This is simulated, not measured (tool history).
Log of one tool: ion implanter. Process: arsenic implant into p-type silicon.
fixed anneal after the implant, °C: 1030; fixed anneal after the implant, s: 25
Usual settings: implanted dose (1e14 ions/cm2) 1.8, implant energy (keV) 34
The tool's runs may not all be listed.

| run | day | implanted dose (1e14 ions/cm2) | implant energy (keV) | wafers since the last listed run | hours since the last dose calibration | hours since the extraction supply was calibrated | hours since the gauge calibration | read-back reference wafer on the same gauge, sheet resistance | sheet resistance of the implanted and annealed layer (ohm/square) |
|---|---|---|---|---|---|---|---|---|---|
| 1 | 0 | 2.15 | 40 | 0 | 2645.8 | 3613.5 | 139.4 | 356.71 | 363.21 |
|  | 0.379 | gauge calibrated |
| 2 | 0.442 | 1.8 | 34 | 230 | 2656.4 | 3624.1 | 1.5 | 358.82 | 425.02 |
| 3 | 1.175 | 1.8 | 34 | 383 | 2674 | 3641.7 | 19.1 | 358.78 | 424.75 |
| 4 | 1.542 | 1.8 | 34 | 191 | 2682.8 | 3650.5 | 27.9 | 358.67 | 424.1 |
| 5 | 2.012 | 1.8 | 34 | 246 | 2694.1 | 3661.8 | 39.2 | 358.59 | 424.35 |
| 6 | 2.696 | 1.8 | 34 | 357 | 2710.5 | 3678.2 | 55.6 | 358.29 | 423.7 |
| 7 | 3.329 | 1.8 | 34 | 331 | 2725.7 | 3693.4 | 70.8 | 358.19 | 423.61 |
|  | 3.804 | Faraday cup replaced and dose calibrated |
|  | 4.008 | extraction supply calibrated |
| 8 | 4.029 | 1.8 | 34 | 83 | 5.4 | 0.5 | 87.6 | 358.01 | 424.19 |
| 9 | 4.538 | 1.8 | 34 | 265 | 17.6 | 12.7 | 99.8 | 357.62 | 423.01 |
| 10 | 4.854 | 1.64 | 38 | 165 | 25.2 | 20.3 | 107.4 | 357.52 | 443.83 |
| 11 | 5.333 | 2.03 | 28 | 250 | 36.7 | 31.8 | 118.9 | 357.23 | 398.12 |
|  | 5.542 | gauge calibrated |
| 12 | 5.825 | 1.48 | 29 | 257 | 48.5 | 43.6 | 6.8 | 359.19 | 502.11 |
| 13 | 6.383 | 1.8 | 27 | 291 | 61.9 | 57 | 20.2 | 358.98 | 440.17 |
| 14 | 7.125 | 1.8 | 34 | 387 | 79.7 | 74.8 | 38 | 358.82 | 423.46 |
| 15 | 7.404 | 1.95 | 39 | 145 | 86.4 | 81.5 | 44.7 | 358.67 | 392.43 |
| 16 | 7.817 | 1.29 | 24.5 | 215 | 96.3 | 91.4 | 54.6 | 358.77 | 567.83 |
| 17 | 8.2 | 1.28 | 34 | 200 | 105.5 | 100.6 | 63.8 | 358.72 | 538.04 |

Forecast each of these 3 alternatives for the next run:
| A | 8.217 | 1.8 | 34 | 8 | 105.9 | 101 | 64.2 | ? | ? |
| B | 8.217 | 1.48 | 29.5 | 8 | 105.9 | 101 | 64.2 | ? | ? |
| C | 8.217 | 1.56 | 29.5 | 8 | 105.9 | 101 | 64.2 | ? | ? |

| run | read-back reference wafer on the same gauge, sheet resistance | sheet resistance of the implanted and annealed layer (ohm/square) |
|---|---|---|
| A | 358.58 | 424.38 |
| B | 358.58 | 499.62 |
| C | 358.58 | 481.14 |
Without the tool's hidden state the same runs would have given:
| run | sheet resistance of the implanted and annealed layer (ohm/square) |
|---|---|
| A | 424.94 |
| B | 500.27 |
| C | 481.77 |
